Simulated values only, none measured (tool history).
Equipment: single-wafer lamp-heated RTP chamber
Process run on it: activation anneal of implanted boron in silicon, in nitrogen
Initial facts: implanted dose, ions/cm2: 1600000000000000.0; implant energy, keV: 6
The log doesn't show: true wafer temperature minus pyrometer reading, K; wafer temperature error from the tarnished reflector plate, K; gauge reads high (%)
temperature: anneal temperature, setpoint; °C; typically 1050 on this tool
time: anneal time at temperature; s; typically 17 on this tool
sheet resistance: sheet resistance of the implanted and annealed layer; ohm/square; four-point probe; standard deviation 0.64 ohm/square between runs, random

run,hour,temperature,time,wafers since the last listed run,wafers since the last pyrometer calibration,wafers since the reflector plate was cleaned,hours since the gauge calibration,"read-back reference wafer on the same gauge, sheet resistance",sheet resistance
1,0,1050,15,0,2286,6519,2272.2,103.01,112.65
2,57.7,1050,17,728,3014,7247,2329.9,103.09,110.62
3,111.3,1038,17,676,3691,7924,2383.5,102.95,117.55
4,154.6,1038,17,546,4237,8470,2426.8,102.98,120.25
5,213.7,1038,17,746,4983,9216,2485.9,103.03,119.05
6,252.7,1050,11,492,5476,9709,2524.9,102.91,117.48
# hour 259.1: gauge calibrated
7,287.4,1043,13,438,5914,10147,28.3,102.98,119.65
8,342.7,1043,13,698,6612,10845,83.6,103.12,118.59
# hour 376.2: pyrometer window cleaned and pyrometer calibrated
9,407.9,1050,21,722,400,11567,148.8,102.99,107.11
10,471.9,1050,21,807,1208,12375,212.8,102.94,106.82
11,511,1070,25,493,1701,12868,251.9,103.06,94.23
12,546.2,1070,25,444,2145,13313,287.1,102.97,94.3
13,598,1050,17,653,2799,13967,338.9,103.01,111.31
# hour 622.4: reflector plate cleaned
14,644,1050,13,479,3279,272,384.9,103,114.91
15,669.9,1078,25,326,3606,599,410.8,103.07,92.14
16,701.9,1050,17,403,4010,1003,442.8,103.03,110.38
17,737.1,1037,7,444,4454,1448,478,102.91,132.98
18,774.9,1039,17,477,4931,1925,515.8,103.15,117.98
19,807.9,1066,9,416,5348,2341,548.8,102.97,111.35
20,856.6,1035,8,614,5963,2956,597.5,103.04,131.65
21,888.6,1050,17,403,6367,3360,629.5,103.02,110.41
22,933.3,1024,17,564,6931,3924,674.2,103.16,127.95
23,967.8,1021,13,435,7366,4360,708.7,102.86,134.95
# hour 1005: pyrometer window cleaned and pyrometer calibrated
24,1017.6,1050,17,527,159,4887,758.5,103.13,109.55
25,1179.1,1041,17,2038,2197,6926,920,103.07,116.95
26,1212.3,1078,9,419,2617,7345,953.2,103.18,105.13
27,1274.4,1034,12,783,3400,8129,1015.3,102.99,127.28
28,1344.3,1050,27,882,4283,9011,1085.2,102.93,103.24
29,1410,1050,23,829,5112,9841,1150.9,102.95,105.7
30,1448.5,1074,9,485,5598,10327,1189.4,103.02,106.12
31,1496.6,1050,17,607,6205,10934,1237.5,103.1,110.47
32,1538.3,1075,17,526,6732,11460,1279.2,102.85,97.3
# hour 1605.2: pyrometer window cleaned and pyrometer calibrated
33,1607.4,1024,8,771,28,12231,1348.3,102.97,136.55
34,1665.3,1024,11,730,758,12962,1406.2,103.08,133.47
# hour 1693.5: reflector plate cleaned
35,1811.5,1050,17,1744,2503,1489,1552.4,103.09,111.08
36,1850.9,1032,9,497,3000,1987,1591.8,102.8,130.37
37,1887.7,1026,14,464,3465,2451,1628.6,103.01,129.43

What differs in the tool's unlogged condition from the final listed run ahead of each entry between runs to the first listed run following it?
After run 6, before run 7: gauge calibrated (hour 259.1)
  no difference in the tool's unlogged condition between these two runs
After run 8, before run 9: pyrometer window cleaned and pyrometer calibrated (hour 376.2)
  no difference in the tool's unlogged condition between these two runs
After run 13, before run 14: reflector plate cleaned (hour 622.4)
  no difference in the tool's unlogged condition between these two runs
After run 23, before run 24: pyrometer window cleaned and pyrometer calibrated (hour 1005)
  no difference in the tool's unlogged condition between these two runs
After run 32, before run 33: pyrometer window cleaned and pyrometer calibrated (hour 1605.2)
  no difference in the tool's unlogged condition between these two runs
After run 34, before run 35: reflector plate cleaned (hour 1693.5)
  no difference in the tool's unlogged condition between these two runs
